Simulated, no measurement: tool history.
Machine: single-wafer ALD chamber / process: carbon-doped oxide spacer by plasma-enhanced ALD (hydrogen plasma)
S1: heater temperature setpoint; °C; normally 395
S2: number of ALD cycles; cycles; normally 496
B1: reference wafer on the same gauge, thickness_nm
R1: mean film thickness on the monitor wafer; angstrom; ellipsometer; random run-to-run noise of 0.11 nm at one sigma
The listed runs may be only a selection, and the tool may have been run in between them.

{"run": 1, "hour": 0.0, "S1": 387, "S2": 496, "B1": 19.891, "R1": 226.22}
{"run": 2, "hour": 57.0, "S1": 395, "S2": 564, "B1": 19.832, "R1": 255.04}
{"run": 3, "hour": 93.1, "S1": 395, "S2": 564, "B1": 19.763, "R1": 254.8}
{"run": 4, "hour": 125.0, "S1": 395, "S2": 564, "B1": 19.76, "R1": 252.71}
{"run": 5, "hour": 191.6, "S1": 395, "S2": 532, "B1": 19.735, "R1": 242.88}
{"run": 6, "hour": 259.6, "S1": 395, "S2": 532, "B1": 19.654, "R1": 239.88}
{"run": 7, "hour": 284.7, "S1": 395, "S2": 532, "B1": 19.635, "R1": 239.68}
{"run": 8, "hour": 338.8, "S1": 395, "S2": 496, "B1": 19.614, "R1": 221.26}
{"run": 9, "hour": 363.0, "S1": 395, "S2": 496, "B1": 19.555, "R1": 224.28}
{"run": 10, "hour": 392.2, "S1": 395, "S2": 496, "B1": 19.573, "R1": 222.41}
{"run": 11, "hour": 445.8, "S1": 395, "S2": 559, "B1": 19.547, "R1": 252.32}
{"run": 12, "hour": 496.9, "S1": 395, "S2": 559, "B1": 19.465, "R1": 250.38}
{"run": 13, "hour": 539.6, "S1": 395, "S2": 559, "B1": 19.439, "R1": 248.4}
{"hour": 555.1, "done": "thermocouple changed; heater temperature recalibrated"}
{"hour": 556.8, "done": "gauge calibrated"}
{"run": 14, "hour": 564.5, "S1": 403, "S2": 558, "B1": 19.848, "R1": 250.96}
{"run": 15, "hour": 600.1, "S1": 404, "S2": 567, "B1": 19.834, "R1": 255.1}
{"run": 16, "hour": 632.8, "S1": 408, "S2": 422, "B1": 19.783, "R1": 187.95}
{"run": 17, "hour": 659.7, "S1": 382, "S2": 448, "B1": 19.789, "R1": 202.64}

Predict the results of run 18:
{"run": 18, "hour": 685.9, "S1": 382, "S2": 453, "B1": "?", "R1": "?"}

{"run 18": {"B1": 19.748, "R1": 204.13}}
Minus the tool's unlogged condition, the same run would have read R1 205.53 angstrom.
